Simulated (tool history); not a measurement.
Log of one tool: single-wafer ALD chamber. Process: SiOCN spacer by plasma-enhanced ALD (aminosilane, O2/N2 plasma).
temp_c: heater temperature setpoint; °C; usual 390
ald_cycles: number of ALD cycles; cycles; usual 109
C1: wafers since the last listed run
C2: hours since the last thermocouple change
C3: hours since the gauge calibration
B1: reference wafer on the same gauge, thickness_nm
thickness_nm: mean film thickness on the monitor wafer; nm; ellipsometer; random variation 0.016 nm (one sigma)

run 1 hour=0.0 | temp_c=390 ald_cycles=109 | C1=0 C2=1362.9 C3=11.0 | B1=5.246 | thickness_nm=6.337
run 2 hour=33.9 | temp_c=390 ald_cycles=109 | C1=53 C2=1396.8 C3=44.9 | B1=5.232 | thickness_nm=6.278
run 3 hour=66.4 | temp_c=390 ald_cycles=109 | C1=51 C2=1429.3 C3=77.4 | B1=5.220 | thickness_nm=6.289
run 4 hour=90.7 | temp_c=390 ald_cycles=124 | C1=38 C2=1453.6 C3=101.7 | B1=5.212 | thickness_nm=7.157
run 5 hour=120.8 | temp_c=390 ald_cycles=124 | C1=47 C2=1483.7 C3=131.8 | B1=5.209 | thickness_nm=7.131
-- hour=138.2 thermocouple changed; heater temperature recalibrated
run 6 hour=156.5 | temp_c=390 ald_cycles=124 | C1=44 C2=18.3 C3=167.5 | B1=5.202 | thickness_nm=7.140
run 7 hour=177.3 | temp_c=390 ald_cycles=109 | C1=33 C2=39.1 C3=188.3 | B1=5.200 | thickness_nm=6.301
run 8 hour=202.2 | temp_c=390 ald_cycles=109 | C1=39 C2=64.0 C3=213.2 | B1=5.199 | thickness_nm=6.259
run 9 hour=226.1 | temp_c=390 ald_cycles=109 | C1=38 C2=87.9 C3=237.1 | B1=5.200 | thickness_nm=6.270
-- hour=230.3 gauge calibrated
run 10 hour=243.7 | temp_c=390 ald_cycles=124 | C1=28 C2=105.5 C3=13.4 | B1=5.255 | thickness_nm=7.206
run 11 hour=256.9 | temp_c=376 ald_cycles=102 | C1=21 C2=118.7 C3=26.6 | B1=5.245 | thickness_nm=5.924
run 12 hour=269.2 | temp_c=390 ald_cycles=109 | C1=19 C2=131.0 C3=38.9 | B1=5.241 | thickness_nm=6.307
run 13 hour=287.8 | temp_c=396 ald_cycles=97 | C1=29 C2=149.6 C3=57.5 | B1=5.233 | thickness_nm=5.623
run 14 hour=310.9 | temp_c=405 ald_cycles=125 | C1=36 C2=172.7 C3=80.6 | B1=5.224 | thickness_nm=7.118
run 15 hour=326.0 | temp_c=377 ald_cycles=88 | C1=24 C2=187.8 C3=95.7 | B1=5.222 | thickness_nm=5.096
run 16 hour=357.1 | temp_c=385 ald_cycles=119 | C1=49 C2=218.9 C3=126.8 | B1=5.217 | thickness_nm=6.881
run 17 hour=373.4 | temp_c=384 ald_cycles=122 | C1=25 C2=235.2 C3=143.1 | B1=5.212 | thickness_nm=7.059
run 18 hour=391.6 | temp_c=402 ald_cycles=98 | C1=28 C2=253.4 C3=161.3 | B1=5.212 | thickness_nm=5.613

Forecast each of these 5 alternatives for the next run:
run A hour=392.2 | temp_c=390 ald_cycles=109 | C1=0 C2=254.0 C3=161.9 | B1=? | thickness_nm=?
run B hour=392.2 | temp_c=380 ald_cycles=124 | C1=0 C2=254.0 C3=161.9 | B1=? | thickness_nm=?
run C hour=392.2 | temp_c=395 ald_cycles=89 | C1=0 C2=254.0 C3=161.9 | B1=? | thickness_nm=?
run D hour=392.2 | temp_c=395 ald_cycles=109 | C1=0 C2=254.0 C3=161.9 | B1=? | thickness_nm=?
run E hour=392.2 | temp_c=401 ald_cycles=127 | C1=0 C2=254.0 C3=161.9 | B1=? | thickness_nm=?

run=A B1=5.212 thickness_nm=6.302
run=B B1=5.212 thickness_nm=7.170
run=C B1=5.212 thickness_nm=5.146
run=D B1=5.212 thickness_nm=6.302
run=E B1=5.212 thickness_nm=7.319
Without the tool's hidden state the same runs would have given:
run=A thickness_nm=6.361
run=B thickness_nm=7.236
run=C thickness_nm=5.194
run=D thickness_nm=6.361
run=E thickness_nm=7.387
